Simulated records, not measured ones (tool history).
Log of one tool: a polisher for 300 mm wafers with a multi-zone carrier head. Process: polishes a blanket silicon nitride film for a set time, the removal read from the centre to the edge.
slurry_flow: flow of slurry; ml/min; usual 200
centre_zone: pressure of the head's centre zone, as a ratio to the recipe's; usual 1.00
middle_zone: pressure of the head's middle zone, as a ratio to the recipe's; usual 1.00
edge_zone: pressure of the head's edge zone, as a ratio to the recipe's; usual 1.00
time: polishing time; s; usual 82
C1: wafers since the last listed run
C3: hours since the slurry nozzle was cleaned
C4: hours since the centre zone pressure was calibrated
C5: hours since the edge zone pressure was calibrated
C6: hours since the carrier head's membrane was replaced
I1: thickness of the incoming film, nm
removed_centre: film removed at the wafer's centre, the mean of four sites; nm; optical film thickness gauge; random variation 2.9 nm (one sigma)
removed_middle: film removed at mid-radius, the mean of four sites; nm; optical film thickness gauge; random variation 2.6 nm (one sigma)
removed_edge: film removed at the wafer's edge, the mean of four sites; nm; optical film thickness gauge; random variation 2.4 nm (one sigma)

Run 1, day 0.000: usual settings but middle_zone 0.94; C1 0; wafers polished on this pad 1965; C3 208.5; C4 486.1; C5 973.5; C6 31.9; I1 846.4. Result: removed_centre 190.6 nm, removed_middle 186.8 nm, removed_edge 189.2 nm.
Run 2, day 0.867: usual settings but slurry_flow 235 ml/min, centre_zone 0.95, middle_zone 1.10, time 108 s; C1 257; wafers polished on this pad 2222; C3 229.3; C4 506.9; C5 994.3; C6 52.7; I1 833.4. Result: removed_centre 238.9 nm, removed_middle 284.2 nm, removed_edge 250.3 nm.
At day 1.538: edge zone pressure recalibrated.
Run 3, day 1.742: usual settings but slurry_flow 260 ml/min, middle_zone 1.10, time 73 s; C1 235; wafers polished on this pad 2457; C3 250.3; C4 527.9; C5 4.9; C6 73.7; I1 857.9. Result: removed_centre 168.1 nm, removed_middle 190.6 nm, removed_edge 174.7 nm.
Run 4, day 4.004: usual settings but centre_zone 1.11, time 101 s; C1 672; wafers polished on this pad 3129; C3 304.6; C4 582.2; C5 59.2; C6 128.0; I1 848.8. Result: removed_centre 249.6 nm, removed_middle 232.6 nm, removed_edge 233.7 nm.
At day 4.667: worn pad replaced by a new one.
Run 5, day 5.438: usual settings but edge_zone 1.10; C1 376; wafers polished on this pad 229; C3 339.0; C4 616.6; C5 93.6; C6 162.4; I1 835.1. Result: removed_centre 189.8 nm, removed_middle 208.7 nm, removed_edge 203.9 nm.
Run 6, day 6.300: usual settings but centre_zone 0.93; C1 256; wafers polished on this pad 485; C3 359.7; C4 637.3; C5 114.3; C6 183.1; I1 835.7. Result: removed_centre 180.3 nm, removed_middle 205.9 nm, removed_edge 198.3 nm.
Run 7, day 7.079: usual settings; C1 231; wafers polished on this pad 717; C3 378.4; C4 656.0; C5 133.0; C6 201.8; I1 834.8. Result: removed_centre 187.7 nm, removed_middle 200.5 nm, removed_edge 190.8 nm.
Run 8, day 8.575: usual settings; C1 444; wafers polished on this pad 1161; C3 414.3; C4 691.9; C5 168.9; C6 237.7; I1 843.6. Result: removed_centre 190.2 nm, removed_middle 205.0 nm, removed_edge 195.4 nm.
At day 9.446: centre zone pressure recalibrated.
Run 9, day 9.467: usual settings; C1 240; wafers polished on this pad 1401; C3 435.7; C4 0.5; C5 190.3; C6 259.1; I1 836.7. Result: removed_centre 187.2 nm, removed_middle 205.2 nm, removed_edge 188.6 nm.
Run 10, day 10.988: usual settings but centre_zone 1.12, time 71 s; C1 451; wafers polished on this pad 1853; C3 472.2; C4 37.0; C5 226.8; C6 295.6; I1 843.4. Result: removed_centre 179.4 nm, removed_middle 174.3 nm, removed_edge 163.7 nm.
Run 11, day 11.758: usual settings but centre_zone 1.03, edge_zone 0.92; C1 228; wafers polished on this pad 2082; C3 490.7; C4 55.5; C5 245.3; C6 314.1; I1 824.5. Result: removed_centre 191.9 nm, removed_middle 202.9 nm, removed_edge 183.4 nm.
Run 12, day 13.217: usual settings but slurry_flow 235 ml/min; C1 433; wafers polished on this pad 2515; C3 525.7; C4 90.5; C5 280.3; C6 349.1; I1 838.2. Result: removed_centre 194.7 nm, removed_middle 198.3 nm, removed_edge 192.0 nm.

The next listed run, before its measurement:
Run 13, day 14.500: usual settings but slurry_flow 135 ml/min, centre_zone 1.12, middle_zone 1.05, edge_zone 1.07; C1 381; wafers polished on this pad 2896; C3 556.5; C4 121.3; C5 311.1; C6 379.9; I1 840.4. Result: removed_centre ?, removed_middle ?, removed_edge ?.

removed_centre: 196.6 nm
removed_middle: 193.9 nm
removed_edge: 190.3 nm
Without the tool's hidden state the same run would have given removed_centre 206.3 nm, removed_middle 203.5 nm, removed_edge 199.8 nm.
